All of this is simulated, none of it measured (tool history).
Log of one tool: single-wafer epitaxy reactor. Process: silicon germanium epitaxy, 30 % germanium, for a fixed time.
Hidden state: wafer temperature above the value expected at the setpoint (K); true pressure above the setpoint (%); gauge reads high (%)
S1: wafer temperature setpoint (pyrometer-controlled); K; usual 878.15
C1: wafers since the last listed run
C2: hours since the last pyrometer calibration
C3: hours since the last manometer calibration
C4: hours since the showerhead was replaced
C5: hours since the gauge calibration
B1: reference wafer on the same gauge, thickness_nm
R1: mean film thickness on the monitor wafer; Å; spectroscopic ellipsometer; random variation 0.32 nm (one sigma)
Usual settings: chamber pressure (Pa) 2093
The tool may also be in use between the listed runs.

run 1 hour=0.0 | S1=887.15 chamber_pressure_(Pa)=2093 | C1=0 C2=2033.0 C3=1059.4 C4=6303.7 C5=3232.4 | B1=68.317 | R1=689.83
-- hour=73.9 pyrometer calibrated
run 2 hour=74.4 | S1=878.15 chamber_pressure_(Pa)=2093 | C1=1111 C2=0.5 C3=1133.8 C4=6378.1 C5=3306.8 | B1=68.519 | R1=600.42
run 3 hour=150.5 | S1=878.15 chamber_pressure_(Pa)=2093 | C1=1274 C2=76.6 C3=1209.9 C4=6454.2 C5=3382.9 | B1=68.348 | R1=598.37
run 4 hour=241.2 | S1=878.15 chamber_pressure_(Pa)=2093 | C1=1518 C2=167.3 C3=1300.6 C4=6544.9 C5=3473.6 | B1=68.371 | R1=598.58
run 5 hour=331.4 | S1=878.15 chamber_pressure_(Pa)=2093 | C1=1510 C2=257.5 C3=1390.8 C4=6635.1 C5=3563.8 | B1=68.382 | R1=598.43
run 6 hour=436.2 | S1=875.15 chamber_pressure_(Pa)=2093 | C1=1755 C2=362.3 C3=1495.6 C4=6739.9 C5=3668.6 | B1=68.659 | R1=570.98
run 7 hour=483.5 | S1=875.15 chamber_pressure_(Pa)=2093 | C1=792 C2=409.6 C3=1542.9 C4=6787.2 C5=3715.9 | B1=68.472 | R1=571.08
run 8 hour=590.6 | S1=878.15 chamber_pressure_(Pa)=2093 | C1=1793 C2=516.7 C3=1650.0 C4=6894.3 C5=3823.0 | B1=68.437 | R1=603.42
-- hour=696.0 showerhead replaced
run 9 hour=698.1 | S1=878.15 chamber_pressure_(Pa)=2093 | C1=1666 C2=624.2 C3=1757.5 C4=2.1 C5=3930.5 | B1=68.436 | R1=604.82
run 10 hour=735.4 | S1=878.15 chamber_pressure_(Pa)=2093 | C1=624 C2=661.5 C3=1794.8 C4=39.4 C5=3967.8 | B1=68.463 | R1=597.39
-- hour=738.4 gauge calibrated
run 11 hour=834.2 | S1=878.15 chamber_pressure_(Pa)=2093 | C1=1654 C2=760.3 C3=1893.6 C4=138.2 C5=95.8 | B1=68.217 | R1=600.68
run 12 hour=890.7 | S1=878.15 chamber_pressure_(Pa)=1800 | C1=946 C2=816.8 C3=1950.1 C4=194.7 C5=152.3 | B1=68.421 | R1=583.74
-- hour=967.4 capacitance manometer re-zeroed and calibrated
run 13 hour=970.9 | S1=870.15 chamber_pressure_(Pa)=1813 | C1=1209 C2=897.0 C3=3.5 C4=274.9 C5=232.5 | B1=68.449 | R1=488.80
run 14 hour=1049.7 | S1=878.15 chamber_pressure_(Pa)=2466 | C1=1319 C2=975.8 C3=82.3 C4=353.7 C5=311.3 | B1=68.322 | R1=604.94
run 15 hour=1151.7 | S1=878.15 chamber_pressure_(Pa)=2093 | C1=1708 C2=1077.8 C3=184.3 C4=455.7 C5=413.3 | B1=68.406 | R1=575.30
run 16 hour=1246.2 | S1=878.15 chamber_pressure_(Pa)=2093 | C1=1582 C2=1172.3 C3=278.8 C4=550.2 C5=507.8 | B1=68.461 | R1=580.88
run 17 hour=1298.9 | S1=890.15 chamber_pressure_(Pa)=1600 | C1=882 C2=1225.0 C3=331.5 C4=602.9 C5=560.5 | B1=68.370 | R1=656.99
run 18 hour=1343.2 | S1=874.15 chamber_pressure_(Pa)=1960 | C1=741 C2=1269.3 C3=375.8 C4=647.2 C5=604.8 | B1=68.545 | R1=531.40
run 19 hour=1439.9 | S1=878.15 chamber_pressure_(Pa)=2093 | C1=1619 C2=1366.0 C3=472.5 C4=743.9 C5=701.5 | B1=68.189 | R1=577.85
run 20 hour=1494.8 | S1=884.15 chamber_pressure_(Pa)=2093 | C1=919 C2=1420.9 C3=527.4 C4=798.8 C5=756.4 | B1=68.538 | R1=635.21
run 21 hour=1542.7 | S1=888.15 chamber_pressure_(Pa)=2533 | C1=802 C2=1468.8 C3=575.3 C4=846.7 C5=804.3 | B1=68.488 | R1=709.87
run 22 hour=1586.9 | S1=867.15 chamber_pressure_(Pa)=2360 | C1=740 C2=1513.0 C3=619.5 C4=890.9 C5=848.5 | B1=68.141 | R1=502.19
run 23 hour=1687.3 | S1=885.15 chamber_pressure_(Pa)=2093 | C1=1681 C2=1613.4 C3=719.9 C4=991.3 C5=948.9 | B1=68.394 | R1=642.46
-- hour=1715.1 capacitance manometer re-zeroed and calibrated, repeated, since the last time left the tool worse
run 24 hour=1730.0 | S1=878.15 chamber_pressure_(Pa)=2293 | C1=581 C2=1656.1 C3=14.9 C4=1034.0 C5=991.6 | B1=68.367 | R1=600.60
run 25 hour=1808.4 | S1=882.15 chamber_pressure_(Pa)=2533 | C1=1312 C2=1734.5 C3=93.3 C4=1112.4 C5=1070.0 | B1=68.433 | R1=662.86
run 26 hour=1886.8 | S1=892.15 chamber_pressure_(Pa)=2093 | C1=1312 C2=1812.9 C3=171.7 C4=1190.8 C5=1148.4 | B1=68.296 | R1=738.16
run 27 hour=1934.4 | S1=889.15 chamber_pressure_(Pa)=1840 | C1=797 C2=1860.5 C3=219.3 C4=1238.4 C5=1196.0 | B1=68.327 | R1=684.56
run 28 hour=1992.4 | S1=889.15 chamber_pressure_(Pa)=2386 | C1=971 C2=1918.5 C3=277.3 C4=1296.4 C5=1254.0 | B1=68.270 | R1=726.91
run 29 hour=2059.1 | S1=874.15 chamber_pressure_(Pa)=1960 | C1=1116 C2=1985.2 C3=344.0 C4=1363.1 C5=1320.7 | B1=68.253 | R1=542.93
run 30 hour=2121.7 | S1=878.15 chamber_pressure_(Pa)=2093 | C1=1048 C2=2047.8 C3=406.6 C4=1425.7 C5=1383.3 | B1=68.447 | R1=596.08
run 31 hour=2229.3 | S1=878.15 chamber_pressure_(Pa)=2093 | C1=1801 C2=2155.4 C3=514.2 C4=1533.3 C5=1490.9 | B1=68.472 | R1=593.85
run 32 hour=2268.6 | S1=867.15 chamber_pressure_(Pa)=2360 | C1=658 C2=2194.7 C3=553.5 C4=1572.6 C5=1530.2 | B1=68.341 | R1=514.87
run 33 hour=2344.4 | S1=889.15 chamber_pressure_(Pa)=1840 | C1=1269 C2=2270.5 C3=629.3 C4=1648.4 C5=1606.0 | B1=68.304 | R1=684.21
-- hour=2365.8 pyrometer calibrated
run 34 hour=2443.4 | S1=892.15 chamber_pressure_(Pa)=1640 | C1=1523 C2=77.6 C3=728.3 C4=1747.4 C5=1705.0 | B1=68.358 | R1=696.82

The tool's hidden state at each run:
wafer temperature above the value expected at the setpoint (K): 0 in every run
gauge reads high (%): 0 in every run
H1: true pressure above the setpoint (%)
run=1 H1=2.94
run=2 H1=3.14
run=3 H1=3.34
run=4 H1=3.58
run=5 H1=3.83
run=6 H1=4.11
run=7 H1=4.23
run=8 H1=4.52
run=9 H1=4.81
run=10 H1=4.9
run=11 H1=5.17
run=12 H1=5.32
run=13 H1=-10.4
run=14 H1=-10.2
run=15 H1=-9.94
run=16 H1=-9.69
run=17 H1=-9.55
run=18 H1=-9.43
run=19 H1=-9.17
run=20 H1=-9.03
run=21 H1=-8.9
run=22 H1=-8.78
run=23 H1=-8.51
run=24 H1=-0.515
run=25 H1=-0.306
run=26 H1=-0.0964
run=27 H1=0.0307
run=28 H1=0.186
run=29 H1=0.364
run=30 H1=0.531
run=31 H1=0.818
run=32 H1=0.923
run=33 H1=1.13
run=34 H1=1.39
